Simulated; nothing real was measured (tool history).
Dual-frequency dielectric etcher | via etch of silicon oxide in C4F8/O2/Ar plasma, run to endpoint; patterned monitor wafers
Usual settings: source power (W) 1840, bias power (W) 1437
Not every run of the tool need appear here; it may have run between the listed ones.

run     day  source power (W)  bias power (W)  wafers since the last listed run  hours since the last wet clean  hours since the last source power generator calibration  hours since the last bias power generator calibration  hours since the last upper electrode change  incoming incoming film thickness, nm  endpoint time (s)
  1       0              1840            1665                                 0                           402.6                                                   2577.3                                                 3144.1                                       4461.2                                1339.8              308.3
  2   2.533              1560            1437                               365                           463.4                                                   2638.1                                                 3204.9                                         4522                                1332.8                341
  3   5.942              1560            1437                               492                           545.2                                                   2719.9                                                 3286.7                                       4603.8                                1342.1              346.4
  4   8.942              1560            1437                               433                           617.2                                                   2791.9                                                 3358.7                                       4675.8                                1325.8              343.3
     12.946  -- wet clean of the chamber
  5  13.142              1720            1545                               461                             4.7                                                   2892.7                                                 3459.5                                       4776.6                                1351.2              323.8
  6  16.992              1840            1437                               555                            97.1                                                   2985.1                                                 3551.9                                         4869                                1350.6              329.4
  7  19.504              1840            1437                               362                           157.4                                                   3045.4                                                 3612.2                                       4929.3                                1346.2              328.8
  8  23.304              2110            1560                               548                           248.6                                                   3136.6                                                 3703.4                                       5020.5                                1335.8              304.1
  9  25.592              2110            1560                               330                           303.5                                                   3191.5                                                 3758.3                                       5075.4                                1339.7              305.9
 10  29.833              2110            1560                               612                           405.3                                                   3293.3                                                 3860.1                                       5177.2                                1331.9              305.7
 11  32.021              1840            1437                               315                           457.8                                                   3345.8                                                 3912.6                                       5229.7                                1337.7              330.9
     33.571  -- upper electrode replaced
     34.821  -- source power generator calibrated
 12  38.246              1840            1437                               730                           607.2                                                     82.2                                                   4062                                        112.2                                1330.4              331.5
     40.221  -- wet clean of the chamber
 13  40.242              1840            1437                               143                             0.5                                                    130.1                                                 4109.9                                        160.1                                1331.5              325.8
 14  43.483              1840            1130                               468                            78.3                                                    207.9                                                 4187.7                                        237.9                                1345.8              367.4
      43.65  -- bias power generator calibrated
 15   46.55              1610            1754                               418                           151.9                                                    281.5                                                   69.6                                        311.5                                1331.9              304.1
 16  49.654              2130            1437                               448                           226.4                                                      356                                                  144.1                                          386                                1325.5              304.7
 17  53.121              1840            1437                               500                           309.6                                                    439.2                                                  227.3                                        469.2                                1327.5              318.9
 18  55.396              2110            1560                               328                           364.2                                                    493.8                                                  281.9                                        523.8                                1340.5                299
 19  59.308              1840            1437                               564                           458.1                                                    587.7                                                  375.8                                        617.7                                1331.5              323.3
      62.85  -- wet clean of the chamber
 20  62.871              1560            1343                               369                             0.5                                                    673.2                                                  461.3                                        703.2                                1324.4              342.4
 21  66.988              1660            1300                               594                            99.3                                                      772                                                  560.1                                          802                                1342.5                346
 22  68.996              2260            1240                               289                           147.5                                                    820.2                                                  608.3                                        850.2                                1342.6              321.1
 23  72.029              1970            1566                               437                           220.3                                                      893                                                  681.1                                          923                                1318.4              301.6
 24  74.512              2220            1631                               358                           279.9                                                    952.6                                                  740.7                                        982.6                                1339.5                291

Alternative continuations, all from the tool just after run 24; predict every row:
  A  74.533              1840            1318                                 3                           280.4                                                    953.1                                                  741.2                                        983.1                                1325.3                  ?
  B  74.533              1840            1661                                 3                           280.4                                                    953.1                                                  741.2                                        983.1                                1325.3                  ?
  C  74.533              1500            1535                                 3                           280.4                                                    953.1                                                  741.2                                        983.1                                1325.3                  ?
  D  74.533              1710            1236                                 3                           280.4                                                    953.1                                                  741.2                                        983.1                                1325.3                  ?

run  endpoint time (s)
  A              331.1
  B              300.2
  C              329.1
  D              348.1
What these runs would have given with no unlogged condition in the tool:
run  endpoint time (s)
  A              327.1
  B              296.5
  C                325
  D              343.9
